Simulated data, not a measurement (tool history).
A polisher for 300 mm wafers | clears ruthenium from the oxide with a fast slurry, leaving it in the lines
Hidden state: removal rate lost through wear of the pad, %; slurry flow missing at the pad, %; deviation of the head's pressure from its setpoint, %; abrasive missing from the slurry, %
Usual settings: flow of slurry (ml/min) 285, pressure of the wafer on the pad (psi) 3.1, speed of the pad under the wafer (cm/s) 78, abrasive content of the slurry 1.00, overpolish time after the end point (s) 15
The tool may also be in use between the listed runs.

run,hour,flow of slurry (ml/min),pressure of the wafer on the pad (psi),speed of the pad under the wafer (cm/s),abrasive content of the slurry,overpolish time after the end point (s),wafers since the last listed run,wafers polished on this pad,hours since the slurry nozzle was cleaned,hours since the head pressure was calibrated,hours since the slurry blender was calibrated,"incoming thickness of the incoming film, nm",time until the end point was called (s),dishing of a wide line in a test structure (Å)
1,0.0,285,3.1,78,1.00,15,0,250,225.2,273.2,86.1,271.5,76.2,487
2,30.1,285,3.7,78,1.00,15,230,481,255.3,303.3,116.2,268.8,64.6,567
# hour 60.2: slurry blender recalibrated
3,84.7,285,3.7,78,1.00,15,402,884,309.9,357.9,24.5,267.4,62.0,562
4,126.3,285,3.7,78,1.00,15,318,1202,351.5,399.5,66.1,271.4,63.4,542
# hour 140.0: worn pad replaced by a new one
5,151.8,285,3.1,78,0.80,15,164,90,377.0,425.0,91.6,273.0,82.8,459
6,178.1,285,3.1,78,0.80,15,201,291,403.3,451.3,117.9,273.1,84.5,447
# hour 205.0: slurry blender recalibrated
7,245.3,285,3.1,78,0.80,15,499,791,470.5,518.5,40.3,273.5,85.2,444
8,304.2,220,2.1,78,0.75,11,451,1242,529.4,577.4,99.2,274.4,130.0,226
# hour 313.7: worn pad replaced by a new one
9,334.0,285,3.1,78,1.00,15,197,155,559.2,607.2,129.0,264.4,74.8,477
# hour 373.4: slurry blender recalibrated
10,386.7,285,2.3,104,1.00,15,388,543,611.9,659.9,13.3,267.1,83.9,429
# hour 443.3: worn pad replaced by a new one
# hour 447.4: head pressure recalibrated
11,451.3,285,2.2,78,1.00,15,448,46,676.5,3.9,77.9,268.1,85.9,428
12,493.9,285,3.1,78,1.00,15,326,372,719.1,46.5,120.5,272.2,61.6,566
# hour 506.6: slurry blender recalibrated
13,527.6,355,2.1,66,1.00,24,242,615,752.8,80.2,21.0,266.8,99.4,580
# hour 531.8: slurry nozzle cleaned
14,559.6,285,3.1,78,1.00,23,237,852,27.8,112.2,53.0,273.4,64.9,800
# hour 576.6: worn pad replaced by a new one
# hour 588.6: head pressure recalibrated, repeated, since the last time left the tool worse
# hour 663.4: slurry blender recalibrated
# hour 718.5: worn pad replaced by a new one
15,755.8,285,3.1,78,1.00,15,1410,285,224.0,167.2,92.4,270.6,72.4,487

4 ways to go on from here, each from the tool as it stands after run 15. What would each give?
A,756.2,285,3.1,98,1.00,15,3,289,224.4,167.6,92.8,270.2,?,?
B,756.2,345,3.5,78,1.00,15,3,289,224.4,167.6,92.8,270.2,?,?
C,756.2,285,3.1,66,1.00,15,3,289,224.4,167.6,92.8,270.2,?,?
D,756.2,285,3.1,64,1.00,8,3,289,224.4,167.6,92.8,270.2,?,?

run,time until the end point was called (s),dishing of a wide line in a test structure (Å)
A,63.1,556
B,64.0,549
C,81.8,446
D,83.3,249
Without the tool's hidden state the same runs would have given:
run,time until the end point was called (s),dishing of a wide line in a test structure (Å)
A,60.8,574
B,61.7,567
C,78.8,461
D,80.3,258
